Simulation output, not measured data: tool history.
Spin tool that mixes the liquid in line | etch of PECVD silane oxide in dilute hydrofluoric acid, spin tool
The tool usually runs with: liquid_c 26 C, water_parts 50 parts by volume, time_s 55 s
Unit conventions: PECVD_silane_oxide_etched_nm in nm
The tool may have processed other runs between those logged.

run	hour	liquid_c	water_parts	time_s	wafers since the last listed run	hours since the thermometer was replaced	hours since the hydrofluoric acid flow meter was replaced	hours since the gauge calibration	read-back film thickness of the PECVD silane oxide reference wafer, read on the same gauge (nm)	PECVD_silane_oxide_etched_nm
1	0	26	50	55	0	505.1	200.4	792.1	70.03	34.24
2	19.3	26	50	55	257	524.4	219.7	811.4	69.99	34.86
3	44.8	26	50	55	339	549.9	245.2	836.9	69.97	34.45
4	67	26	50	55	295	572.1	267.4	859.1	69.95	34.57
5	93.8	26	50	55	356	598.9	294.2	885.9	69.99	35.09
6	112.2	26	50	55	245	617.3	312.6	904.3	70.01	34.69
7	140.3	26	50	55	374	645.4	340.7	932.4	70.03	35.22
8	168.2	26	50	55	371	673.3	368.6	960.3	70	34.81
# hour 179.4: gauge calibrated
9	187.6	26	50	55	258	692.7	388	8.2	70.03	35.09
# hour 193.4: thermometer replaced
10	217	26	50	55	378	23.6	417.4	37.6	70.05	35.08
11	235.9	29	50	55	251	42.5	436.3	56.5	70.03	40.03
12	267.8	29	50	55	424	74.4	468.2	88.4	69.99	39.76
13	281.3	26	50	55	179	87.9	481.7	101.9	69.99	35.36
14	300.7	31	50	85	258	107.3	501.1	121.3	70.05	66.86
# hour 319: hydrofluoric acid flow meter replaced
15	325.4	22	50	75	315	132	6.4	146	70.03	39.5
16	358.7	24.5	70	35	443	165.3	39.7	179.3	69.99	14.09
17	383	24	45	30	323	189.6	64	203.6	70	19.03
18	403.8	30.5	25	70	277	210.4	84.8	224.4	70	107.5
19	456.3	23.5	40	20	699	262.9	137.3	276.9	69.98	14.37
20	469.2	21.5	50	55	171	275.8	150.2	289.8	70.02	28.27
21	491.9	29	70	85	302	298.5	172.9	312.5	70	41.55
22	521.7	30.5	65	85	396	328.3	202.7	342.3	70.02	47.57
23	538.3	23	60	45	221	344.9	219.3	358.9	70	20.51
24	568.9	26	50	55	407	375.5	249.9	389.5	70	34.67
25	593.4	29.5	35	35	326	400	274.4	414	70.02	37.01
26	620	26	50	55	354	426.6	301	440.6	69.99	35.03
27	636.9	30.5	50	55	225	443.5	317.9	457.5	69.99	41.79
28	668.2	26	50	55	416	474.8	349.2	488.8	70.01	34.81
29	686.6	28.5	30	40	245	493.2	367.6	507.2	69.99	48.58
30	718	24	30	85	418	524.6	399	538.6	69.99	85.1
31	752.4	27.5	65	25	458	559	433.4	573	69.99	12.96
32	771.3	26	30	55	251	577.9	452.3	591.9	70	60.71
33	789.2	26	50	55	238	595.8	470.2	609.8	70.04	35.63
34	812.7	28.5	50	35	312	619.3	493.7	633.3	70.03	25.24

Predict each of these 3 candidate next runs independently; none follows another, all start after run 34:
A	813.1	29.5	50	55	5	619.7	494.1	633.7	?	?
B	813.1	26	75	40	5	619.7	494.1	633.7	?	?
C	813.1	26	50	40	5	619.7	494.1	633.7	?	?

run	read-back film thickness of the PECVD silane oxide reference wafer, read on the same gauge (nm)	PECVD_silane_oxide_etched_nm
A	69.99	40.86
B	69.99	16.67
C	69.99	25.83
Without the tool's hidden state the same runs would have given:
run	PECVD_silane_oxide_etched_nm
A	38.33
B	15.62
C	24.24
